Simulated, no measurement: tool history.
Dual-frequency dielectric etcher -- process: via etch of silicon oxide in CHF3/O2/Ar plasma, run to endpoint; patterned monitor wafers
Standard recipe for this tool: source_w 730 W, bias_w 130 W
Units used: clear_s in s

| run | hour | source_w | bias_w | wafers since the last listed run | hours since the last wet clean | hours since the last source power generator calibration | hours since the last bias power generator calibration | hours since the last upper electrode change | incoming incoming film thickness, nm | clear_s |
|---|---|---|---|---|---|---|---|---|---|---|
| 1 | 0.0 | 730 | 130 | 0 | 500.8 | 4553.0 | 4523.6 | 2366.0 | 789.0 | 423.6 |
| 2 | 10.3 | 730 | 130 | 51 | 511.1 | 4563.3 | 4533.9 | 2376.3 | 784.9 | 428.1 |
| 3 | 16.6 | 730 | 130 | 31 | 517.4 | 4569.6 | 4540.2 | 2382.6 | 778.1 | 419.3 |
| 4 | 33.2 | 730 | 130 | 83 | 534.0 | 4586.2 | 4556.8 | 2399.2 | 776.0 | 415.1 |
| 5 | 41.1 | 730 | 130 | 39 | 541.9 | 4594.1 | 4564.7 | 2407.1 | 784.4 | 423.0 |
| 6 | 56.1 | 730 | 130 | 75 | 556.9 | 4609.1 | 4579.7 | 2422.1 | 784.3 | 423.2 |
| 7 | 67.2 | 730 | 114 | 55 | 568.0 | 4620.2 | 4590.8 | 2433.2 | 785.6 | 442.5 |
|  | 94.1 | wet clean of the chamber |
| 8 | 94.6 | 730 | 130 | 17 | 0.5 | 4647.6 | 4618.2 | 2460.6 | 776.5 | 397.3 |
| 9 | 96.6 | 730 | 130 | 10 | 2.5 | 4649.6 | 4620.2 | 2462.6 | 786.4 | 404.1 |
|  | 117.2 | source power generator calibrated |
| 10 | 117.7 | 730 | 130 | 85 | 23.6 | 0.5 | 4641.3 | 2483.7 | 796.3 | 408.6 |
| 11 | 119.7 | 730 | 130 | 10 | 25.6 | 2.5 | 4643.3 | 2485.7 | 792.1 | 412.4 |
| 12 | 132.0 | 620 | 115 | 61 | 37.9 | 14.8 | 4655.6 | 2498.0 | 785.0 | 451.6 |
| 13 | 145.2 | 730 | 108 | 66 | 51.1 | 28.0 | 4668.8 | 2511.2 | 780.5 | 428.0 |
| 14 | 151.4 | 620 | 156 | 31 | 57.3 | 34.2 | 4675.0 | 2517.4 | 781.6 | 396.9 |
| 15 | 160.7 | 590 | 120 | 46 | 66.6 | 43.5 | 4684.3 | 2526.7 | 778.9 | 435.7 |
|  | 167.9 | bias power generator calibrated |
| 16 | 175.0 | 730 | 130 | 51 | 80.9 | 57.8 | 7.1 | 2541.0 | 780.7 | 402.1 |
| 17 | 186.0 | 730 | 148 | 55 | 91.9 | 68.8 | 18.1 | 2552.0 | 782.1 | 390.2 |
| 18 | 197.6 | 870 | 118 | 58 | 103.5 | 80.4 | 29.7 | 2563.6 | 781.1 | 385.5 |
| 19 | 208.7 | 730 | 130 | 55 | 114.6 | 91.5 | 40.8 | 2574.7 | 782.9 | 396.4 |

Forecast run 20:
|  | 233.2 | upper electrode replaced |
| 20 | 233.7 | 850 | 158 | 5 | 139.6 | 116.5 | 65.8 | 0.5 | 789.3 | ? |

clear_s: 361.4 s
The same run, on a tool lacking any hidden state, would have yielded clear_s 356.9 s.
